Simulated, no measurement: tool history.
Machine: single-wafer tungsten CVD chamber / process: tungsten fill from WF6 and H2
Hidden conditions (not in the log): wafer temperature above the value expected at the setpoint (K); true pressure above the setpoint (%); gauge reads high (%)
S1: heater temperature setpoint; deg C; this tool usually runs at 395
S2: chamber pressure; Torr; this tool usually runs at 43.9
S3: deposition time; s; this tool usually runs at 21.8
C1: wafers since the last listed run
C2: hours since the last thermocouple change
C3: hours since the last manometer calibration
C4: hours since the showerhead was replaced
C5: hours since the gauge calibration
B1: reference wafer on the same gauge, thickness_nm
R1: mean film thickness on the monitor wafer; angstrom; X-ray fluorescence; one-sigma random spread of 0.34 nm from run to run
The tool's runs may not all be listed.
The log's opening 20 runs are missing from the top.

run	day	S1	S2	S3	C1	C2	C3	C4	C5	B1	R1
21	74.133	395	43.9	19.4	9807	698.3	1092	658.1	462.6	70.467	721.62
22	76.729	395	43.9	25	2043	760.6	1154.3	720.4	524.9	70.514	928.46
23	83.733	395	50.9	21.8	5514	928.7	1322.4	888.5	693	70.568	895.97
24	85.696	395	43.9	21.8	1544	975.8	1369.5	935.6	740.1	70.419	814.66
# day 89.238: capacitance manometer re-zeroed and calibrated
# day 89.817: thermocouple changed; heater temperature recalibrated
25	90.167	395	51.6	21.8	2994	8.4	22.3	1042.9	847.4	70.644	873.06
26	93.588	401	46.9	21.8	2693	90.5	104.4	1125	929.5	70.518	938.83
27	96.358	395	48.2	21.8	2181	157	170.9	1191.5	996	70.523	842.33
28	99.654	395	43.9	24.5	2594	236.1	250	1270.6	1075.1	70.495	892.72
29	103.612	395	43.9	20.5	3116	331.1	345	1365.6	1170.1	70.578	748.08
30	107.425	395	43.9	21.8	3001	422.6	436.5	1457.1	1261.6	70.452	800.1
31	109.038	401	53.6	21.8	1269	461.3	475.2	1495.8	1300.3	70.508	1025.55
32	112.283	395	43.9	21.8	2555	539.2	553.1	1573.7	1378.2	70.633	803.86
33	115.179	406	47.5	21.8	2279	608.7	622.6	1643.2	1447.7	70.543	1057.81
34	119.375	403	43.9	21.8	3303	709.4	723.3	1743.9	1548.4	70.463	954.16

Each row is a separate what-if for the run after 34, all from the same tool condition, not one after another. Results?
A	119.392	395	43.9	24.4	13	709.8	723.7	1744.3	1548.8	?	?
B	119.392	383	43.9	24.1	13	709.8	723.7	1744.3	1548.8	?	?
C	119.392	395	47.4	21.8	13	709.8	723.7	1744.3	1548.8	?	?
D	119.392	395	48.9	23.8	13	709.8	723.7	1744.3	1548.8	?	?

run	B1	R1
A	70.405	901.37
B	70.405	681.89
C	70.405	845.49
D	70.405	941.19
Take away the tool's hidden state, keep each run's random variation, and the runs would have read:
run	R1
A	878.56
B	664.64
C	824.2
D	917.97
